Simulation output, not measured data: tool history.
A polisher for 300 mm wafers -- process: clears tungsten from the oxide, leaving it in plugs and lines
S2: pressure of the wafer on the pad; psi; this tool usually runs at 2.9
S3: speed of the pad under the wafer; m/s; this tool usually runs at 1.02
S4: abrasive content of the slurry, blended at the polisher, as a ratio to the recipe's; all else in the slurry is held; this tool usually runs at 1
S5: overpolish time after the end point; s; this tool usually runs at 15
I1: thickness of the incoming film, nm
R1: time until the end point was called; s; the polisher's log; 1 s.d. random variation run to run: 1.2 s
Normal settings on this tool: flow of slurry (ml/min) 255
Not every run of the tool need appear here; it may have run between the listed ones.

Run 1, hour 0: usual settings; I1 594.5. Result: R1 151.2 s.
Run 2, hour 18.5: usual settings; I1 597.2. Result: R1 153.5 s.
At hour 39.8: worn pad replaced by a new one.
Run 3, hour 40.3: usual settings; I1 599.1. Result: R1 151.7 s.
Run 4, hour 67.9: usual settings; I1 600.4. Result: R1 153.9 s.
At hour 82.8: slurry tank refilled with fresh slurry and peroxide.
At hour 86.6: slurry blender recalibrated.
Run 5, hour 100.3: usual settings; I1 602.6. Result: R1 156.3 s.
At hour 103.7: slurry nozzle cleaned.
At hour 126.5: head pressure recalibrated.
Run 6, hour 127: usual settings; I1 602.9. Result: R1 145.7 s.
Run 7, hour 152.5: usual settings; I1 591.4. Result: R1 143.2 s.
Run 8, hour 166.1: usual settings but S2 3.3 psi, S5 10 s; I1 610.1. Result: R1 129.6 s.
At hour 181.3: worn pad replaced by a new one.
Run 9, hour 189.6: usual settings but S4 0.75; I1 592.2. Result: R1 153.2 s.
Run 10, hour 213.7: usual settings but S3 0.84 m/s; I1 604.6. Result: R1 172.6 s.
Run 11, hour 243.9: usual settings; I1 604.3. Result: R1 148.9 s.
At hour 248.4: slurry tank refilled with fresh slurry and peroxide.
Run 12, hour 260.2: usual settings but S2 3.3 psi, S4 0.75, S5 18 s; I1 609.2. Result: R1 138.2 s.
Run 13, hour 295.2: usual settings; I1 587.6. Result: R1 143.3 s.
Run 14, hour 309.8: usual settings but S3 0.84 m/s, S4 0.75, S5 21 s; I1 612.8. Result: R1 189.5 s.
At hour 325.7: worn pad replaced by a new one.
Run 15, hour 326.2: usual settings but S3 0.8 m/s; I1 591.9. Result: R1 181.1 s.

For run 16, what comes out?
Run 16, hour 344.7: usual settings but S4 1.25, S5 20 s; I1 594.9. Result: R1 ?.

R1: 140.3 s
If the tool had no hidden condition, the same run with the same run-to-run variation would have returned R1 137.8 s.

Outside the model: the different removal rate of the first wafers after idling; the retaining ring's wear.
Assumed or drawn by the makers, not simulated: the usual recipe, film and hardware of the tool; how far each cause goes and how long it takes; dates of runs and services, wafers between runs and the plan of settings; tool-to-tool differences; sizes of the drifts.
